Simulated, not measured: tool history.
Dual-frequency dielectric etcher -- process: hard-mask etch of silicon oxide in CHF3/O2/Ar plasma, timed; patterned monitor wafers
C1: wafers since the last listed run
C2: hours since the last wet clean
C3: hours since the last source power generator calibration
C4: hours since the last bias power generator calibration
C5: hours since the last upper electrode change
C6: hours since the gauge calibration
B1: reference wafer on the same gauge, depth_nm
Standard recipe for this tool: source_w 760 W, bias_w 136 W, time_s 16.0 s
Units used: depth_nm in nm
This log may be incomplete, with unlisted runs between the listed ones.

{"run": 1, "hour": 0.0, "source_w": 670, "bias_w": 136, "time_s": 17.5, "C1": 0, "C2": 453.5, "C3": 1441.1, "C4": 1867.7, "C5": 3988.4, "C6": 532.7, "B1": 33.5, "depth_nm": 35.06}
{"run": 2, "hour": 73.5, "source_w": 670, "bias_w": 136, "time_s": 17.5, "C1": 1617, "C2": 527.0, "C3": 1514.6, "C4": 1941.2, "C5": 4061.9, "C6": 606.2, "B1": 33.47, "depth_nm": 35.0}
{"hour": 150.0, "done": "wet clean of the chamber"}
{"run": 3, "hour": 170.8, "source_w": 670, "bias_w": 136, "time_s": 17.5, "C1": 1612, "C2": 20.8, "C3": 1611.9, "C4": 2038.5, "C5": 4159.2, "C6": 703.5, "B1": 33.57, "depth_nm": 35.14}
{"run": 4, "hour": 240.3, "source_w": 760, "bias_w": 136, "time_s": 16.0, "C1": 1529, "C2": 90.3, "C3": 1681.4, "C4": 2108.0, "C5": 4228.7, "C6": 773.0, "B1": 33.51, "depth_nm": 33.44}
{"run": 5, "hour": 345.5, "source_w": 760, "bias_w": 136, "time_s": 16.0, "C1": 2314, "C2": 195.5, "C3": 1786.6, "C4": 2213.2, "C5": 4333.9, "C6": 878.2, "B1": 33.47, "depth_nm": 33.46}
{"run": 6, "hour": 436.9, "source_w": 760, "bias_w": 136, "time_s": 16.0, "C1": 2011, "C2": 286.9, "C3": 1878.0, "C4": 2304.6, "C5": 4425.3, "C6": 969.6, "B1": 33.47, "depth_nm": 33.63}
{"run": 7, "hour": 476.1, "source_w": 760, "bias_w": 136, "time_s": 16.0, "C1": 862, "C2": 326.1, "C3": 1917.2, "C4": 2343.8, "C5": 4464.5, "C6": 1008.8, "B1": 33.49, "depth_nm": 33.56}
{"run": 8, "hour": 538.6, "source_w": 760, "bias_w": 136, "time_s": 16.0, "C1": 1375, "C2": 388.6, "C3": 1979.7, "C4": 2406.3, "C5": 4527.0, "C6": 1071.3, "B1": 33.57, "depth_nm": 33.47}
{"hour": 621.2, "done": "wet clean of the chamber"}
{"run": 9, "hour": 638.4, "source_w": 760, "bias_w": 123, "time_s": 12.5, "C1": 1667, "C2": 17.2, "C3": 2079.5, "C4": 2506.1, "C5": 4626.8, "C6": 1171.1, "B1": 33.53, "depth_nm": 25.37}
{"run": 10, "hour": 708.5, "source_w": 760, "bias_w": 123, "time_s": 12.5, "C1": 1542, "C2": 87.3, "C3": 2149.6, "C4": 2576.2, "C5": 4696.9, "C6": 1241.2, "B1": 33.5, "depth_nm": 25.44}
{"run": 11, "hour": 765.8, "source_w": 760, "bias_w": 136, "time_s": 19.0, "C1": 1260, "C2": 144.6, "C3": 2206.9, "C4": 2633.5, "C5": 4754.2, "C6": 1298.5, "B1": 33.49, "depth_nm": 40.1}
{"run": 12, "hour": 830.5, "source_w": 760, "bias_w": 136, "time_s": 19.0, "C1": 1423, "C2": 209.3, "C3": 2271.6, "C4": 2698.2, "C5": 4818.9, "C6": 1363.2, "B1": 33.52, "depth_nm": 39.55}
{"run": 13, "hour": 915.7, "source_w": 760, "bias_w": 167, "time_s": 20.0, "C1": 1874, "C2": 294.5, "C3": 2356.8, "C4": 2783.4, "C5": 4904.1, "C6": 1448.4, "B1": 33.51, "depth_nm": 44.55}
{"run": 14, "hour": 1008.9, "source_w": 930, "bias_w": 155, "time_s": 14.5, "C1": 2050, "C2": 387.7, "C3": 2450.0, "C4": 2876.6, "C5": 4997.3, "C6": 1541.6, "B1": 33.51, "depth_nm": 34.14}
{"hour": 1045.8, "done": "source power generator calibrated"}
{"run": 15, "hour": 1097.1, "source_w": 590, "bias_w": 159, "time_s": 18.5, "C1": 1852, "C2": 475.9, "C3": 51.3, "C4": 2964.8, "C5": 5085.5, "C6": 1629.8, "B1": 33.52, "depth_nm": 37.33}
{"hour": 1208.9, "done": "wet clean of the chamber"}
{"run": 16, "hour": 1310.0, "source_w": 760, "bias_w": 136, "time_s": 16.0, "C1": 4156, "C2": 101.1, "C3": 264.2, "C4": 3177.7, "C5": 5298.4, "C6": 1842.7, "B1": 33.55, "depth_nm": 33.51}
{"hour": 1341.1, "done": "bias power generator calibrated"}
{"run": 17, "hour": 1414.7, "source_w": 760, "bias_w": 136, "time_s": 16.0, "C1": 2215, "C2": 205.8, "C3": 368.9, "C4": 73.6, "C5": 5403.1, "C6": 1947.4, "B1": 33.5, "depth_nm": 33.11}
{"hour": 1449.7, "done": "upper electrode replaced"}
{"run": 18, "hour": 1509.1, "source_w": 760, "bias_w": 161, "time_s": 12.0, "C1": 1549, "C2": 300.2, "C3": 463.3, "C4": 168.0, "C5": 59.4, "C6": 2041.8, "B1": 33.54, "depth_nm": 26.29}
{"hour": 1542.7, "done": "gauge calibrated"}
{"run": 19, "hour": 1565.6, "source_w": 650, "bias_w": 122, "time_s": 16.0, "C1": 1243, "C2": 356.7, "C3": 519.8, "C4": 224.5, "C5": 115.9, "C6": 22.9, "B1": 33.46, "depth_nm": 30.54}
{"run": 20, "hour": 1606.9, "source_w": 850, "bias_w": 136, "time_s": 12.0, "C1": 908, "C2": 398.0, "C3": 561.1, "C4": 265.8, "C5": 157.2, "C6": 64.2, "B1": 33.49, "depth_nm": 25.95}
{"run": 21, "hour": 1671.6, "source_w": 930, "bias_w": 170, "time_s": 19.0, "C1": 1423, "C2": 462.7, "C3": 625.8, "C4": 330.5, "C5": 221.9, "C6": 128.9, "B1": 33.54, "depth_nm": 45.74}
{"run": 22, "hour": 1716.8, "source_w": 710, "bias_w": 136, "time_s": 16.0, "C1": 994, "C2": 507.9, "C3": 671.0, "C4": 375.7, "C5": 267.1, "C6": 174.1, "B1": 33.5, "depth_nm": 32.55}
{"hour": 1796.5, "done": "wet clean of the chamber"}
{"run": 23, "hour": 1797.0, "source_w": 590, "bias_w": 159, "time_s": 18.5, "C1": 1236, "C2": 0.5, "C3": 751.2, "C4": 455.9, "C5": 347.3, "C6": 254.3, "B1": 33.51, "depth_nm": 37.13}
{"run": 24, "hour": 1841.9, "source_w": 930, "bias_w": 106, "time_s": 12.0, "C1": 988, "C2": 45.4, "C3": 796.1, "C4": 500.8, "C5": 392.2, "C6": 299.2, "B1": 33.51, "depth_nm": 24.97}
{"run": 25, "hour": 1943.3, "source_w": 760, "bias_w": 136, "time_s": 16.0, "C1": 2231, "C2": 146.8, "C3": 897.5, "C4": 602.2, "C5": 493.6, "C6": 400.6, "B1": 33.49, "depth_nm": 33.23}

Across each entry between runs, compare the hidden state at the last listed run before it with the hidden state at the first listed run after it:
Logged between run 2 and run 3: wet clean of the chamber (hour 150.0)
  bias power that arrives over what is set, %: 4.09 -> 4.16
  the result without the hidden state subtracted from the measured one, depth_nm: +0.44 -> +0.45 nm
Logged between run 8 and run 9: wet clean of the chamber (hour 621.2)
  bias power that arrives over what is set, %: 4.35 -> 4.39
  the result without the hidden state subtracted from the measured one, depth_nm: +0.44 -> +0.33 nm
Logged between run 14 and run 15: source power generator calibrated (hour 1045.8)
  bias power that arrives over what is set, %: 4.51 -> 4.53
  the result without the hidden state subtracted from the measured one, depth_nm: +0.47 -> +0.54 nm
Logged between run 15 and run 16: wet clean of the chamber (hour 1208.9)
  bias power that arrives over what is set, %: 4.53 -> 4.58
  the result without the hidden state subtracted from the measured one, depth_nm: +0.54 -> +0.46 nm
Logged between run 16 and run 17: bias power generator calibrated (hour 1341.1)
  bias power that arrives over what is set, %: 4.58 -> 0.701
  the result without the hidden state subtracted from the measured one, depth_nm: +0.46 -> +0.07 nm
Logged between run 17 and run 18: upper electrode replaced (hour 1449.7)
  bias power that arrives over what is set, %: 0.701 -> 1.17
  the result without the hidden state subtracted from the measured one, depth_nm: +0.07 -> +0.10 nm
Logged between run 18 and run 19: gauge calibrated (hour 1542.7)
  bias power that arrives over what is set, %: 1.17 -> 1.43
  the result without the hidden state subtracted from the measured one, depth_nm: +0.10 -> +0.14 nm
Logged between run 22 and run 23: wet clean of the chamber (hour 1796.5)
  bias power that arrives over what is set, %: 2.04 -> 2.33
  the result without the hidden state subtracted from the measured one, depth_nm: +0.21 -> +0.28 nm
